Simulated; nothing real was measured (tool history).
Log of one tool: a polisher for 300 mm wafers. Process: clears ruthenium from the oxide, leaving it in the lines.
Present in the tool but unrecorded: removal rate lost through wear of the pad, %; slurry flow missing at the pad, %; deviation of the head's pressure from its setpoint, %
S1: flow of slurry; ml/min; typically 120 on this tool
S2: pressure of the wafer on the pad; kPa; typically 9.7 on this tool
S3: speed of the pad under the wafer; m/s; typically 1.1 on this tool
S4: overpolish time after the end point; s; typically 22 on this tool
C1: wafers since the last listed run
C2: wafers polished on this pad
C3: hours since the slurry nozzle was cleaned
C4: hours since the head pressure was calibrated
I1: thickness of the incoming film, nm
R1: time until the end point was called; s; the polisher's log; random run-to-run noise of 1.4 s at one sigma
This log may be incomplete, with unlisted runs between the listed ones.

run 1 hour=0 | S1=120 S2=9.7 S3=1.1 S4=22 | C1=0 C2=263 C3=432 C4=111.6 | I1=114.5 | R1=130.4
run 2 hour=32.5 | S1=120 S2=9.7 S3=1.1 S4=22 | C1=312 C2=575 C3=464.5 C4=144.1 | I1=115.3 | R1=134
run 3 hour=66.9 | S1=120 S2=9.7 S3=1.1 S4=22 | C1=330 C2=905 C3=498.9 C4=178.5 | I1=114.7 | R1=133.3
run 4 hour=81.4 | S1=120 S2=9.7 S3=1.1 S4=22 | C1=139 C2=1045 C3=513.4 C4=193 | I1=117.1 | R1=138.4
run 5 hour=108.7 | S1=120 S2=9.7 S3=1.1 S4=22 | C1=262 C2=1307 C3=540.7 C4=220.3 | I1=112.8 | R1=129.3
run 6 hour=142.5 | S1=120 S2=9.7 S3=1.1 S4=22 | C1=324 C2=1631 C3=574.5 C4=254.1 | I1=113.8 | R1=130.6
run 7 hour=165.6 | S1=120 S2=9.7 S3=1.1 S4=22 | C1=221 C2=1853 C3=597.6 C4=277.2 | I1=113.9 | R1=133
run 8 hour=197.3 | S1=120 S2=9.7 S3=1.1 S4=22 | C1=304 C2=2158 C3=629.3 C4=308.9 | I1=115.2 | R1=134.7
-- hour=209.8 worn pad replaced by a new one
run 9 hour=218.3 | S1=120 S2=9.7 S3=1.1 S4=22 | C1=163 C2=81 C3=650.3 C4=329.9 | I1=115.6 | R1=135.3
run 10 hour=243.2 | S1=120 S2=9.7 S3=1.1 S4=12 | C1=239 C2=320 C3=675.2 C4=354.8 | I1=114.2 | R1=133.7
run 11 hour=259.7 | S1=120 S2=9.7 S3=1.1 S4=12 | C1=158 C2=479 C3=691.7 C4=371.3 | I1=114.8 | R1=132.3
-- hour=284.5 head pressure recalibrated
run 12 hour=293.9 | S1=120 S2=9.7 S3=1.1 S4=22 | C1=309 C2=788 C3=725.9 C4=9.4 | I1=116.3 | R1=134
-- hour=316.8 slurry nozzle cleaned
run 13 hour=326.1 | S1=120 S2=9.7 S3=1.1 S4=22 | C1=299 C2=1087 C3=9.3 C4=41.6 | I1=115.3 | R1=133.8
run 14 hour=348.2 | S1=120 S2=11 S3=1.1 S4=22 | C1=212 C2=1300 C3=31.4 C4=63.7 | I1=115.2 | R1=117.6
run 15 hour=367.6 | S1=120 S2=9.7 S3=1.1 S4=22 | C1=186 C2=1486 C3=50.8 C4=83.1 | I1=113.9 | R1=133.3
run 16 hour=400.3 | S1=95 S2=12.4 S3=0.9 S4=17 | C1=314 C2=1800 C3=83.5 C4=115.8 | I1=114.1 | R1=136.4
run 17 hour=432.5 | S1=120 S2=9 S3=1.1 S4=22 | C1=309 C2=2109 C3=115.7 C4=148 | I1=113.6 | R1=141.3
run 18 hour=464.3 | S1=120 S2=9.7 S3=1.1 S4=22 | C1=305 C2=2415 C3=147.5 C4=179.8 | I1=115.1 | R1=132.7
run 19 hour=493.5 | S1=120 S2=9.7 S3=1.1 S4=22 | C1=280 C2=2695 C3=176.7 C4=209 | I1=114.4 | R1=134.1
-- hour=499.6 worn pad replaced by a new one
run 20 hour=524.6 | S1=140 S2=11.7 S3=1.1 S4=12 | C1=260 C2=239 C3=207.8 C4=240.1 | I1=115.7 | R1=107.2
run 21 hour=567.6 | S1=100 S2=9.7 S3=1 S4=10 | C1=412 C2=652 C3=250.8 C4=283.1 | I1=114.6 | R1=151.7
run 22 hour=596.4 | S1=120 S2=9.7 S3=1.28 S4=16 | C1=276 C2=929 C3=279.6 C4=311.9 | I1=114.5 | R1=114.6
run 23 hour=612.5 | S1=95 S2=9.7 S3=1.48 S4=12 | C1=154 C2=1084 C3=295.7 C4=328 | I1=113.7 | R1=103.1
-- hour=652.5 head pressure recalibrated
run 24 hour=684.7 | S1=140 S2=9.7 S3=1.1 S4=22 | C1=674 C2=1758 C3=367.9 C4=32.2 | I1=114.5 | R1=129.8
run 25 hour=714 | S1=120 S2=12.4 S3=0.76 S4=22 | C1=281 C2=2039 C3=397.2 C4=61.5 | I1=117.1 | R1=155.6
-- hour=735.7 worn pad replaced by a new one
run 26 hour=769.2 | S1=120 S2=9.7 S3=0.8 S4=22 | C1=491 C2=321 C3=452.4 C4=116.7 | I1=116.2 | R1=189.3
run 27 hour=791.9 | S1=150 S2=9.7 S3=1.1 S4=22 | C1=218 C2=539 C3=475.1 C4=139.4 | I1=116.1 | R1=129.4
run 28 hour=812.3 | S1=120 S2=6.9 S3=0.86 S4=22 | C1=195 C2=735 C3=495.5 C4=159.8 | I1=115.3 | R1=231.4
run 29 hour=841.6 | S1=130 S2=7.6 S3=1.1 S4=22 | C1=281 C2=1017 C3=524.8 C4=189.1 | I1=113.2 | R1=163.5
run 30 hour=870 | S1=120 S2=12.4 S3=1.44 S4=22 | C1=272 C2=1289 C3=553.2 C4=217.5 | I1=115.4 | R1=80.6
run 31 hour=895.3 | S1=120 S2=9.7 S3=1.1 S4=28 | C1=242 C2=1532 C3=578.5 C4=242.8 | I1=113 | R1=130
run 32 hour=933 | S1=120 S2=9.7 S3=1.1 S4=22 | C1=362 C2=1894 C3=616.2 C4=280.5 | I1=114.5 | R1=134.5
run 33 hour=947.7 | S1=120 S2=11 S3=0.74 S4=14 | C1=141 C2=2036 C3=630.9 C4=295.2 | I1=113.2 | R1=171.2
run 34 hour=965.8 | S1=120 S2=11 S3=1.1 S4=16 | C1=173 C2=2209 C3=649 C4=313.3 | I1=116.2 | R1=118.5
-- hour=970 worn pad replaced by a new one
-- hour=988.2 head pressure recalibrated
run 35 hour=997.4 | S1=120 S2=9.7 S3=1.1 S4=22 | C1=245 C2=243 C3=680.6 C4=9.2 | I1=113.8 | R1=133.7
run 36 hour=1022.2 | S1=120 S2=9.7 S3=1.4 S4=16 | C1=238 C2=481 C3=705.4 C4=34 | I1=115 | R1=104.5

Describe how what the log doesn't record of the tool's condition differs between the last listed run preceding each entry between runs and the first listed run following it.
Logged between run 8 and run 9: worn pad replaced by a new one (hour 209.8)
  both runs share identical hidden conditions
Logged between run 11 and run 12: head pressure recalibrated (hour 284.5)
  both runs share identical hidden conditions
Logged between run 12 and run 13: slurry nozzle cleaned (hour 316.8)
  both runs share identical hidden conditions
Logged between run 19 and run 20: worn pad replaced by a new one (hour 499.6)
  both runs share identical hidden conditions
Logged between run 23 and run 24: head pressure recalibrated (hour 652.5)
  both runs share identical hidden conditions
Logged between run 25 and run 26: worn pad replaced by a new one (hour 735.7)
  both runs share identical hidden conditions
Logged between run 34 and run 35: worn pad replaced by a new one (hour 970); head pressure recalibrated (hour 988.2)
  both runs share identical hidden conditions
